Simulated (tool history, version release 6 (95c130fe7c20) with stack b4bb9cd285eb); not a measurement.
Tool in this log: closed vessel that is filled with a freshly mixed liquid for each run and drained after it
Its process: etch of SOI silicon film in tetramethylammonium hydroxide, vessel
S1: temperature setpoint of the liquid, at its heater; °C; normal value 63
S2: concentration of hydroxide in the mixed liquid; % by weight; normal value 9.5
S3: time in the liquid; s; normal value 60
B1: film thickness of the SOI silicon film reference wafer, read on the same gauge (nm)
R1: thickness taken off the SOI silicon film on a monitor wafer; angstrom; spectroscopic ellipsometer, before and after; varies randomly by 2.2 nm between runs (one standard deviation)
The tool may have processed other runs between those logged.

| run | day | S1 | S2 | S3 | B1 | R1 |
|---|---|---|---|---|---|---|
| 1 | 0 | 63 | 8.5 | 60 | 29.99 | 2857 |
| 2 | 2.608 | 63 | 8.5 | 60 | 29.99 | 2835.4 |
| 3 | 4.504 | 57 | 9.5 | 60 | 30.01 | 1868.9 |
| 4 | 8.212 | 57 | 9.5 | 60 | 29.99 | 1886.2 |
| 5 | 12.654 | 63 | 9.5 | 60 | 30 | 2693.4 |
| 6 | 17.071 | 63 | 9.5 | 60 | 29.98 | 2705.6 |
| 7 | 20.567 | 63 | 9.5 | 40 | 30 | 1814.5 |
| 8 | 23.208 | 63 | 9.5 | 40 | 29.97 | 1818.5 |
|  | 23.296 | hydroxide flow meter replaced |
| 9 | 24.942 | 63 | 9.5 | 40 | 29.98 | 1821.8 |
| 10 | 26.721 | 63 | 9.5 | 65 | 30 | 2934.3 |
| 11 | 31.012 | 58.5 | 7 | 60 | 29.99 | 2292.2 |
|  | 31.354 | thermometer replaced |
| 12 | 33.062 | 59 | 9.5 | 60 | 29.98 | 2117.6 |
| 13 | 37.471 | 63 | 9.5 | 60 | 30 | 2760.5 |
| 14 | 40.162 | 63 | 8.5 | 60 | 30.02 | 2854.6 |
| 15 | 41.95 | 63 | 9.5 | 60 | 29.97 | 2730.7 |
| 16 | 46.425 | 63 | 7.5 | 50 | 30.01 | 2464 |
| 17 | 49.583 | 63 | 9.5 | 80 | 30.02 | 3644.4 |
| 18 | 51.229 | 67.5 | 10.5 | 50 | 29.98 | 2862.5 |
|  | 51.317 | gauge calibrated |
| 19 | 55.096 | 56.5 | 10.5 | 85 | 30.03 | 2508.3 |
| 20 | 58.971 | 68 | 11 | 75 | 30.02 | 4467.3 |
| 21 | 63.167 | 63 | 9.5 | 60 | 30 | 2730.8 |
| 22 | 66.971 | 63 | 8 | 30 | 30 | 1455.3 |
| 23 | 70.308 | 63 | 9.5 | 60 | 30.02 | 2742.5 |
| 24 | 73.504 | 60 | 11 | 70 | 30 | 2492.9 |
| 25 | 75.45 | 63 | 9.5 | 60 | 29.98 | 2737.5 |
| 26 | 78.054 | 67.5 | 10.5 | 50 | 30.02 | 2884.3 |
| 27 | 79.575 | 59.5 | 9.5 | 35 | 30 | 1289.2 |
| 28 | 81.158 | 63 | 7 | 60 | 30 | 2999.8 |
| 29 | 83.533 | 63 | 7.5 | 60 | 29.99 | 3018 |
| 30 | 85.504 | 63 | 9.5 | 60 | 29.97 | 2734.3 |
|  | 88.425 | thermometer replaced |
| 31 | 88.504 | 63 | 9.5 | 60 | 30.03 | 2719.6 |
| 32 | 92.371 | 60 | 12 | 30 | 29.96 | 1049 |
| 33 | 96.004 | 63 | 11.5 | 80 | 29.99 | 3413.3 |

Alternative continuations, all from the tool just after run 33; predict every row:
| A | 96.033 | 56.5 | 9.5 | 60 | ? | ? |
| B | 96.033 | 56 | 8.5 | 60 | ? | ? |
| C | 96.033 | 60.5 | 10.5 | 80 | ? | ? |
| D | 96.033 | 63 | 11.5 | 60 | ? | ? |
| E | 96.033 | 63 | 8 | 60 | ? | ? |

| run | B1 | R1 |
|---|---|---|
| A | 30.03 | 1828.6 |
| B | 30.03 | 1844 |
| C | 30.03 | 3026.5 |
| D | 30.03 | 2562.8 |
| E | 30.03 | 2917.5 |
Had the tool no hidden state, the same runs would have come out as:
| run | R1 |
|---|---|
| A | 1828.6 |
| B | 1844 |
| C | 3026.5 |
| D | 2562.8 |
| E | 2917.5 |
